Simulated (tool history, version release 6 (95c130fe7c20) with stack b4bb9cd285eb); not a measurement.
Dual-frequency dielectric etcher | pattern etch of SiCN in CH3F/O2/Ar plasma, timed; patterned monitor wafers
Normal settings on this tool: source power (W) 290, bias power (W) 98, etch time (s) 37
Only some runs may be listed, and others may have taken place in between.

| run | hour | source power (W) | bias power (W) | etch time (s) | read-back reference wafer on the same gauge, depth_nm | mean etch depth across the wafer (Å) |
|---|---|---|---|---|---|---|
| 1 | 0 | 340 | 80 | 37 | 15.81 | 134.4 |
| 2 | 0.3 | 340 | 80 | 37 | 15.8 | 134.8 |
| 3 | 30.6 | 340 | 80 | 37 | 15.81 | 134.9 |
| 4 | 49.2 | 290 | 105 | 37 | 15.8 | 144.2 |
| 5 | 77 | 290 | 105 | 37 | 15.8 | 144 |
| 6 | 106 | 290 | 105 | 37 | 15.8 | 143.9 |
| 7 | 125.8 | 290 | 98 | 37 | 15.78 | 139.9 |
| 8 | 141.9 | 290 | 89 | 32 | 15.79 | 116.2 |
|  | 166.7 | upper electrode replaced |
| 9 | 167.2 | 290 | 98 | 37 | 15.81 | 140 |
|  | 176.3 | bias power generator calibrated |
| 10 | 183.9 | 290 | 98 | 37 | 15.81 | 141.8 |
| 11 | 201.2 | 290 | 98 | 37 | 15.8 | 141.8 |
|  | 230.9 | gauge calibrated |
| 12 | 232.4 | 290 | 98 | 37 | 15.79 | 141.6 |
| 13 | 259.9 | 290 | 98 | 37 | 15.8 | 141.7 |
| 14 | 283.9 | 320 | 106 | 29.5 | 15.8 | 119.4 |
| 15 | 310.2 | 260 | 98 | 29 | 15.8 | 107.5 |
|  | 333.4 | source power generator calibrated |
| 16 | 335.6 | 290 | 105 | 37 | 15.8 | 145.8 |
| 17 | 351 | 290 | 98 | 37 | 15.82 | 141 |
| 18 | 383.2 | 310 | 98 | 33 | 15.8 | 128.2 |
| 19 | 416.2 | 290 | 98 | 37 | 15.81 | 141.1 |
|  | 494.1 | wet clean of the chamber |
| 20 | 494.6 | 290 | 98 | 32.5 | 15.8 | 124.6 |
| 21 | 510.7 | 290 | 76 | 32.5 | 15.8 | 111.6 |
| 22 | 535.6 | 290 | 98 | 31 | 15.81 | 118.7 |
| 23 | 566.5 | 340 | 76 | 37 | 15.8 | 133.3 |
| 24 | 597.7 | 330 | 98 | 43 | 15.81 | 170.4 |
| 25 | 621.1 | 290 | 81 | 37 | 15.81 | 130 |
| 26 | 642.1 | 340 | 84 | 29 | 15.79 | 108.3 |
| 27 | 663 | 320 | 98 | 37 | 15.8 | 145.2 |
| 28 | 677.3 | 290 | 110 | 37 | 15.8 | 148.4 |
| 29 | 694.9 | 310 | 98 | 37 | 15.79 | 144 |

Exercise: give the hidden state of the tool at every run:
source power that arrives over what is set, %: 0 across all the runs
gauge reads high (%): 0 across all the runs
H1: etch rate over this chamber's usual, %
H2: bias power that arrives over what is set, %
| run | H1 | H2 |
|---|---|---|
| 1 | 0.0166 | -3.41 |
| 2 | 0.0161 | -3.41 |
| 3 | -0.0298 | -3.47 |
| 4 | -0.058 | -3.5 |
| 5 | -0.1 | -3.55 |
| 6 | -0.144 | -3.6 |
| 7 | -0.174 | -3.64 |
| 8 | -0.199 | -3.67 |
| 9 | -0.237 | -3.71 |
| 10 | -0.262 | -0.44 |
| 11 | -0.289 | -0.472 |
| 12 | -0.336 | -0.528 |
| 13 | -0.378 | -0.577 |
| 14 | -0.414 | -0.621 |
| 15 | -0.454 | -0.668 |
| 16 | -0.492 | -0.714 |
| 17 | -0.516 | -0.742 |
| 18 | -0.564 | -0.8 |
| 19 | -0.614 | -0.859 |
| 20 | -0.114 | -1 |
| 21 | -0.138 | -1.03 |
| 22 | -0.176 | -1.07 |
| 23 | -0.223 | -1.13 |
| 24 | -0.27 | -1.19 |
| 25 | -0.306 | -1.23 |
| 26 | -0.337 | -1.27 |
| 27 | -0.369 | -1.3 |
| 28 | -0.391 | -1.33 |
| 29 | -0.418 | -1.36 |
